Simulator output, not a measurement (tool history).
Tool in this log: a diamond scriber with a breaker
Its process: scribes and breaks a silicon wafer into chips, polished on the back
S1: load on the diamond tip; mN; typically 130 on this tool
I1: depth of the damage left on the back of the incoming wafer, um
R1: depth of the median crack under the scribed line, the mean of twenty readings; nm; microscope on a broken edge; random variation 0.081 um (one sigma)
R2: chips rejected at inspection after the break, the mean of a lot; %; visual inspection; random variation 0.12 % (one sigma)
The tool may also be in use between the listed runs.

run   hour   S1    I1     R1     R2
  1    0.0  130  0.05   7910   6.54
  2    7.1  111  0.02   7030  10.40
  3   18.4  130  0.04   7830   6.33
  4   24.7  130  0.02   7820   6.12
  5   36.9  122  0.01   7580   8.46
  6   50.7  130  0.01   7750   6.48
  7   61.0  130  0.03   7630   6.56
  8   73.6  130  0.04   7730   7.32
  9   83.9  130  0.01   7740   7.45
 10   99.1  130  0.02   7700   7.45
 11  116.0   99  0.04   6350  20.50
 12  123.2  130  0.05   7580   7.55
 13  130.0  130  0.02   7610   7.08
 14  142.3  130  0.03   7610   7.67
 15  148.9  114  0.04   6900  11.70
 16  166.4  114  0.03   6970  12.56
 17  173.1  114  0.04   6920  12.62
 18  181.4  130  0.05   7610   8.27
 19  195.1  144  0.03   8010   6.07
 20  202.5  144  0.04   8020   5.62
 21  218.7  144  0.03   7860   5.60
 22  232.0  130  0.01   7400   8.07
 23  278.1  162  0.03   8490   3.36
 24  292.0  112  0.04   6680  15.64
     308.5  -- diamond tip replaced by a new one
 25  309.0  167  0.04  10550   2.49
 26  327.2  168  0.03  10450   2.58
 27  339.4  130  0.01   8800   2.78
 28  350.9   94  0.04   7160  11.09
 29  367.7  111  0.05   8020   5.65
     413.9  -- load on the tip recalibrated
 30  420.8  157  0.05  10740   2.57
 31  434.4  130  0.05   9290   2.24
 32  443.0  130  0.02   9410   2.09
 33  456.8  130  0.01   9270   1.74
 34  468.0  148  0.04  10240   1.85
 35  484.4  101  0.04   7760   6.83
 36  497.1  142  0.01   9730   1.91
 37  508.7  100  0.02   7790   7.63
 38  525.2  165  0.02  10840   2.62
 39  538.8  130  0.03   9100   2.46
 40  545.9  130  0.02   9080   2.33
 41  553.3   95  0.02   7280   9.17
 42  565.8  105  0.03   7820   5.73

Run-by-run hidden state of the tool:
H1: share of the diamond tip's cutting effectiveness lost through wear, %
H2: deviation of the load on the tip from its setpoint, %
run     H1     H2
  1     19  -9.98
  2   19.1  -10.1
  3   19.4  -10.2
  4   19.5  -10.3
  5   19.8  -10.4
  6   20.1  -10.5
  7   20.3  -10.6
  8   20.5  -10.8
  9   20.8  -10.9
 10   21.1    -11
 11   21.4  -11.1
 12   21.6  -11.2
 13   21.7  -11.3
 14     22  -11.3
 15   22.1  -11.4
 16   22.5  -11.5
 17   22.7  -11.6
 18   22.8  -11.6
 19   23.1  -11.7
 20   23.3  -11.8
 21   23.6  -11.9
 22   23.9    -12
 23   24.9  -12.2
 24   25.2  -12.3
 25  0.272  -12.4
 26  0.659  -12.5
 27  0.919  -12.5
 28   1.16  -12.6
 29   1.52  -12.6
 30   2.65  -0.65
 31   2.94  -1.25
 32   3.12  -1.62
 33   3.42   -2.2
 34   3.65  -2.64
 35      4  -3.28
 36   4.27  -3.74
 37   4.52  -4.16
 38   4.87  -4.72
 39   5.16  -5.16
 40   5.31  -5.39
 41   5.47  -5.62
 42   5.73     -6
